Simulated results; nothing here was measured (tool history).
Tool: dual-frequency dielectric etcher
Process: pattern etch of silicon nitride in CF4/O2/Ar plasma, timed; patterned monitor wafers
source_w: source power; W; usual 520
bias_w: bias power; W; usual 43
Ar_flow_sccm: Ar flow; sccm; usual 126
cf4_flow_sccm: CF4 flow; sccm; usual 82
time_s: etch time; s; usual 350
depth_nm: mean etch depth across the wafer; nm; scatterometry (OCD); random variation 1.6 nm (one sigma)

| run | hour | source_w | bias_w | Ar_flow_sccm | cf4_flow_sccm | time_s | wafers since the last listed run | hours since the last wet clean | hours since the last source power generator calibration | hours since the last bias power generator calibration | hours since the last Ar flow controller change | hours since the last CF4 flow controller change | hours since the last upper electrode change | hours since the gauge calibration | read-back reference wafer on the same gauge, depth_nm | depth_nm |
|---|---|---|---|---|---|---|---|---|---|---|---|---|---|---|---|---|
| 1 | 0 | 520 | 43 | 126 | 82 | 284 | 0 | 467.1 | 1022.3 | 2132.1 | 3302.3 | 1751.8 | 4638.5 | 2096.8 | 676.3 | 486.9 |
|  | 84.1 | wet clean of the chamber |
| 2 | 84.6 | 520 | 37 | 126 | 82 | 350 | 367 | 0.5 | 1106.9 | 2216.7 | 3386.9 | 1836.4 | 4723.1 | 2181.4 | 675.9 | 561.6 |
|  | 214 | Ar flow controller replaced |
|  | 281.6 | bias power generator calibrated |
|  | 303.6 | gauge calibrated |
|  | 314.5 | upper electrode replaced |
| 3 | 338.1 | 520 | 37 | 126 | 82 | 350 | 1330 | 254 | 1360.4 | 56.5 | 124.1 | 2089.9 | 23.6 | 34.5 | 676 | 561.7 |
| 4 | 422.2 | 520 | 43 | 126 | 82 | 350 | 509 | 338.1 | 1444.5 | 140.6 | 208.2 | 2174 | 107.7 | 118.6 | 676 | 599.9 |
| 5 | 501.4 | 520 | 43 | 126 | 82 | 350 | 480 | 417.3 | 1523.7 | 219.8 | 287.4 | 2253.2 | 186.9 | 197.8 | 675.8 | 594.6 |
| 6 | 607.1 | 520 | 43 | 126 | 97 | 432 | 640 | 523 | 1629.4 | 325.5 | 393.1 | 2358.9 | 292.6 | 303.5 | 675.9 | 756.7 |
| 7 | 663.1 | 520 | 51 | 126 | 82 | 350 | 339 | 579 | 1685.4 | 381.5 | 449.1 | 2414.9 | 348.6 | 359.5 | 676.6 | 641.3 |
| 8 | 737.6 | 450 | 43 | 126 | 82 | 350 | 451 | 653.5 | 1759.9 | 456 | 523.6 | 2489.4 | 423.1 | 434 | 676.4 | 510.6 |
|  | 810.7 | wet clean of the chamber |
| 9 | 845.2 | 410 | 32 | 117 | 70 | 350 | 506 | 34.5 | 1867.5 | 563.6 | 631.2 | 2597 | 530.7 | 541.6 | 675.9 | 402.6 |
| 10 | 1056.3 | 590 | 43 | 115 | 82 | 256 | 1279 | 245.6 | 2078.6 | 774.7 | 842.3 | 2808.1 | 741.8 | 752.7 | 676.2 | 505.8 |
|  | 1148.3 | source power generator calibrated |
| 11 | 1148.8 | 600 | 43 | 108 | 91 | 396.5 | 536 | 338.1 | 0.5 | 867.2 | 934.8 | 2900.6 | 834.3 | 845.2 | 675.8 | 823.4 |
| 12 | 1215.9 | 520 | 51 | 126 | 82 | 350 | 406 | 405.2 | 67.6 | 934.3 | 1001.9 | 2967.7 | 901.4 | 912.3 | 676.3 | 636.5 |
| 13 | 1322.2 | 520 | 43 | 100 | 95 | 350 | 644 | 511.5 | 173.9 | 1040.6 | 1108.2 | 3074 | 1007.7 | 1018.6 | 675.8 | 641.1 |
|  | 1386.7 | wet clean of the chamber |
| 14 | 1426.7 | 520 | 43 | 126 | 82 | 277 | 488 | 40 | 278.4 | 1145.1 | 1212.7 | 3178.5 | 1112.2 | 1123.1 | 676 | 469.9 |
|  | 1471.4 | CF4 flow controller replaced |
| 15 | 1501.6 | 520 | 43 | 126 | 82 | 350 | 417 | 114.9 | 353.3 | 1220 | 1287.6 | 30.2 | 1187.1 | 1198 | 676.2 | 603.4 |
| 16 | 1565.1 | 520 | 34 | 152 | 82 | 390 | 384 | 178.4 | 416.8 | 1283.5 | 1351.1 | 93.7 | 1250.6 | 1261.5 | 676.1 | 580.7 |
| 17 | 1638.5 | 520 | 34 | 126 | 82 | 350 | 444 | 251.8 | 490.2 | 1356.9 | 1424.5 | 167.1 | 1324 | 1334.9 | 677 | 545.7 |
| 18 | 1742.1 | 520 | 43 | 126 | 91 | 350 | 628 | 355.4 | 593.8 | 1460.5 | 1528.1 | 270.7 | 1427.6 | 1438.5 | 676.2 | 612.1 |
| 19 | 1861.8 | 580 | 43 | 126 | 82 | 350 | 725 | 475.1 | 713.5 | 1580.2 | 1647.8 | 390.4 | 1547.3 | 1558.2 | 675.5 | 673.2 |
| 20 | 1950.6 | 520 | 43 | 126 | 65 | 350 | 538 | 563.9 | 802.3 | 1669 | 1736.6 | 479.2 | 1636.1 | 1647 | 675.8 | 572.4 |
|  | 2004.1 | wet clean of the chamber |
| 21 | 2049 | 520 | 43 | 126 | 82 | 350 | 451 | 44.9 | 900.7 | 1767.4 | 1835 | 577.6 | 1734.5 | 1745.4 | 676.2 | 601.3 |
| 22 | 2134.3 | 520 | 43 | 126 | 82 | 350 | 517 | 130.2 | 986 | 1852.7 | 1920.3 | 662.9 | 1819.8 | 1830.7 | 675.5 | 595.6 |

Forecast each of these 3 alternatives for the next run:
| A | 2134.8 | 520 | 43 | 138 | 82 | 350 | 3 | 130.7 | 986.5 | 1853.2 | 1920.8 | 663.4 | 1820.3 | 1831.2 | ? | ? |
| B | 2134.8 | 520 | 47 | 126 | 91 | 350 | 3 | 130.7 | 986.5 | 1853.2 | 1920.8 | 663.4 | 1820.3 | 1831.2 | ? | ? |
| C | 2134.8 | 630 | 43 | 152 | 82 | 350 | 3 | 130.7 | 986.5 | 1853.2 | 1920.8 | 663.4 | 1820.3 | 1831.2 | ? | ? |

| run | read-back reference wafer on the same gauge, depth_nm | depth_nm |
|---|---|---|
| A | 675.9 | 586.9 |
| B | 675.9 | 632.1 |
| C | 675.9 | 700.2 |
Without the tool's hidden state the same runs would have given:
| run | depth_nm |
|---|---|
| A | 589.7 |
| B | 634.8 |
| C | 703.6 |
